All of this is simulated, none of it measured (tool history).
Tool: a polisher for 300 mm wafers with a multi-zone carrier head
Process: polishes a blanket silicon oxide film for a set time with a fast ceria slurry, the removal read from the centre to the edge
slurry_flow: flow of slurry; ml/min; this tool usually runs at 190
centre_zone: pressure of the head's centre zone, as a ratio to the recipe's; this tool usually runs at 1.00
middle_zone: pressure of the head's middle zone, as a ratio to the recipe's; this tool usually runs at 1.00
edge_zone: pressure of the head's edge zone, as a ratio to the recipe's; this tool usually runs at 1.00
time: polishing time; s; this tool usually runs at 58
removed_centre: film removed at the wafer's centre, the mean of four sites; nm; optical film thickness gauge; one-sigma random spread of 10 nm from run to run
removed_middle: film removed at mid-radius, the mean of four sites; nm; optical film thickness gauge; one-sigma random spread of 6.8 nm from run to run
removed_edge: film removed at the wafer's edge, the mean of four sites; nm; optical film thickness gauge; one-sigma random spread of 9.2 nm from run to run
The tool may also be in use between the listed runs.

run	hour	slurry_flow	centre_zone	middle_zone	edge_zone	time	wafers since the last listed run	wafers polished on this pad	hours since the slurry nozzle was cleaned	hours since the centre zone pressure was calibrated	hours since the edge zone pressure was calibrated	hours since the carrier head's membrane was replaced	incoming thickness of the incoming film, nm	removed_centre	removed_middle	removed_edge
1	0.0	190	1.00	1.05	1.00	58	0	15	232.9	471.5	576.5	578.9	2552.5	793.9	805.9	788.8
2	12.6	190	1.00	1.05	1.00	58	101	116	245.5	484.1	589.1	591.5	2589.9	791.2	805.5	756.5
3	19.3	190	1.00	1.00	1.00	58	53	170	252.2	490.8	595.8	598.2	2588.5	746.7	778.7	767.7
4	33.1	190	1.00	1.00	1.00	58	110	281	266.0	504.6	609.6	612.0	2545.5	760.7	761.2	760.4
# hour 74.8: worn pad replaced by a new one
5	86.7	190	1.00	1.00	1.00	58	397	95	319.6	558.2	663.2	665.6	2608.4	779.2	784.3	788.9
6	102.1	190	1.00	1.00	1.00	63	123	218	335.0	573.6	678.6	681.0	2563.6	836.9	831.3	817.0
# hour 107.9: slurry nozzle cleaned
7	114.0	190	1.00	1.00	1.00	63	87	306	6.1	585.5	690.5	692.9	2551.5	823.4	816.5	824.1
# hour 131.1: carrier head's membrane replaced by a new one, of another model than before
8	131.6	190	1.00	1.00	1.00	63	101	407	23.7	603.1	708.1	0.5	2595.5	792.3	799.3	799.0
9	139.0	190	1.00	1.00	1.00	58	59	466	31.1	610.5	715.5	7.9	2596.6	696.3	708.2	718.8
# hour 148.9: worn pad replaced by a new one
10	153.0	190	1.00	1.00	1.00	58	80	32	45.1	624.5	729.5	21.9	2567.0	759.7	774.0	766.5
11	169.6	190	1.00	1.00	1.00	58	133	165	61.7	641.1	746.1	38.5	2586.0	762.4	767.4	768.3
12	185.3	190	1.00	1.00	1.00	58	125	291	77.4	656.8	761.8	54.2	2559.3	756.8	742.5	752.5
# hour 191.4: centre zone pressure recalibrated
13	194.6	130	1.00	1.00	1.00	58	58	350	86.7	3.2	771.1	63.5	2558.6	713.8	697.5	721.7
14	210.7	190	1.06	1.00	0.92	49	129	479	102.8	19.3	787.2	79.6	2545.8	615.7	600.3	563.2
15	221.5	190	1.00	0.93	1.00	58	86	566	113.6	30.1	798.0	90.4	2599.0	698.0	659.9	700.2
# hour 228.9: worn pad replaced by a new one
16	238.8	190	1.00	1.00	1.04	46	106	79	130.9	47.4	815.3	107.7	2570.3	623.2	616.3	652.9
# hour 261.3: edge zone pressure recalibrated
17	274.6	190	1.00	1.09	1.00	65	271	350	166.7	83.2	13.3	143.5	2565.9	830.4	861.8	815.5
18	283.5	170	1.04	1.00	1.06	58	71	421	175.6	92.1	22.2	152.4	2566.1	725.0	729.3	757.4
# hour 291.1: worn pad replaced by a new one
19	297.8	190	1.00	1.00	1.00	58	82	53	189.9	106.4	36.5	166.7	2545.1	760.0	785.0	792.1
20	305.6	250	1.09	1.00	1.10	76	62	115	197.7	114.2	44.3	174.5	2558.9	1104.4	1037.3	1126.9
21	321.7	190	1.00	1.00	1.00	58	129	245	213.8	130.3	60.4	190.6	2583.3	766.4	758.4	760.3
22	332.2	190	1.00	1.10	0.94	48	84	329	224.3	140.8	70.9	201.1	2571.0	634.9	649.3	590.3
23	339.3	190	1.10	1.05	1.00	58	56	386	231.4	147.9	78.0	208.2	2551.9	783.9	756.4	747.4

3 options for the next run, each taken on its own from the tool as it stands now. Forecast them:
A	339.7	190	1.00	1.00	1.00	58	3	389	231.8	148.3	78.4	208.6	2584.0	?	?	?
B	339.7	190	1.07	1.00	0.89	71	3	389	231.8	148.3	78.4	208.6	2584.0	?	?	?
C	339.7	190	1.00	1.00	0.91	58	3	389	231.8	148.3	78.4	208.6	2584.0	?	?	?

run	removed_centre	removed_middle	removed_edge
A	729.8	742.8	757.0
B	929.9	909.3	859.3
C	729.8	743.0	712.0
Without the tool's hidden state the same runs would have given:
run	removed_centre	removed_middle	removed_edge
A	777.0	790.9	805.9
B	990.1	968.1	914.8
C	777.0	791.0	758.0
